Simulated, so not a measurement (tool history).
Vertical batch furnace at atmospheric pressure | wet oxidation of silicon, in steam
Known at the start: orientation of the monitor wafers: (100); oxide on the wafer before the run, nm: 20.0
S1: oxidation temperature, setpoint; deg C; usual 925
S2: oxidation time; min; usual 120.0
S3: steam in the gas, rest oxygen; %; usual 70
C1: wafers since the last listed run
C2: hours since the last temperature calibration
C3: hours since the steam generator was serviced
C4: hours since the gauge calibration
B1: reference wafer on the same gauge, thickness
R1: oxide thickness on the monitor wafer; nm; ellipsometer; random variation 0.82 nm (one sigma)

run	hour	S1	S2	S3	C1	C2	C3	C4	B1	R1
1	0.0	925	120.0	70	0	1304.6	520.5	1143.8	305.97	295.66
2	79.1	925	120.0	70	764	1383.7	599.6	1222.9	306.49	295.37
3	136.1	925	120.0	70	550	1440.7	656.6	1279.9	306.05	295.28
4	213.5	925	120.0	70	747	1518.1	734.0	1357.3	306.02	295.81
5	297.0	925	120.0	70	806	1601.6	817.5	1440.8	305.79	295.64
6	360.5	925	120.0	70	613	1665.1	881.0	1504.3	305.84	296.29
7	406.9	925	120.0	70	448	1711.5	927.4	1550.7	306.07	294.53
8	514.8	925	120.0	70	1042	1819.4	1035.3	1658.6	305.93	297.28
9	573.1	925	120.0	70	563	1877.7	1093.6	1716.9	306.48	295.82
10	671.6	925	120.0	70	951	1976.2	1192.1	1815.4	305.95	295.84
11	721.8	925	120.0	70	484	2026.4	1242.3	1865.6	306.09	294.66
12	831.6	918	120.0	70	1060	2136.2	1352.1	1975.4	306.03	277.82
13	898.4	925	120.0	70	645	2203.0	1418.9	2042.2	306.01	297.35
14	945.1	925	120.0	70	451	2249.7	1465.6	2088.9	306.26	296.91
15	1149.5	925	120.0	70	1974	2454.1	1670.0	2293.3	305.91	295.72
# hour 1209.7: gauge calibrated
16	1254.7	914	120.0	79	1016	2559.3	1775.2	45.0	305.66	292.25
17	1333.8	925	120.0	70	764	2638.4	1854.3	124.1	305.92	297.38
18	1380.4	925	120.0	59	450	2685.0	1900.9	170.7	305.90	261.08
19	1447.7	925	120.0	70	650	2752.3	1968.2	238.0	306.13	294.99
20	1503.5	925	120.0	82	538	2808.1	2024.0	293.8	305.69	335.68
21	1611.1	936	171.0	80	1039	2915.7	2131.6	401.4	306.20	467.67
22	1657.4	925	120.0	82	447	2962.0	2177.9	447.7	305.90	333.30
# hour 1709.6: thermocouples replaced and temperature profile calibrated
23	1710.1	925	120.0	70	277	0.5	2230.6	500.4	305.86	295.13
# hour 1769.3: steam generator serviced
24	1847.0	918	120.0	78	1090	137.4	77.7	637.3	305.87	302.18
25	1884.4	925	61.0	70	361	174.8	115.1	674.7	306.04	175.55
26	1974.3	914	120.0	79	868	264.7	205.0	764.6	306.18	291.85
27	2056.5	943	120.0	70	793	346.9	287.2	846.8	306.16	348.83
28	2139.2	925	156.5	65	798	429.6	369.9	929.5	306.08	341.84
29	2190.5	925	120.0	66	495	480.9	421.2	980.8	306.33	283.74
30	2229.7	925	120.0	70	378	520.1	460.4	1020.0	306.08	296.28
31	2330.0	916	120.0	61	968	620.4	560.7	1120.3	306.25	245.79
32	2414.0	901	120.0	70	811	704.4	644.7	1204.3	305.87	230.97

Forecast each of these 3 alternatives for the next run:
A	2420.4	925	120.0	70	61	710.8	651.1	1210.7	?	?
B	2420.4	906	144.5	70	61	710.8	651.1	1210.7	?	?
C	2420.4	948	120.0	60	61	710.8	651.1	1210.7	?	?

run	B1	R1
A	306.30	296.89
B	306.30	283.68
C	306.30	324.63
Without the tool's hidden state the same runs would have given:
run	R1
A	296.89
B	283.68
C	324.63

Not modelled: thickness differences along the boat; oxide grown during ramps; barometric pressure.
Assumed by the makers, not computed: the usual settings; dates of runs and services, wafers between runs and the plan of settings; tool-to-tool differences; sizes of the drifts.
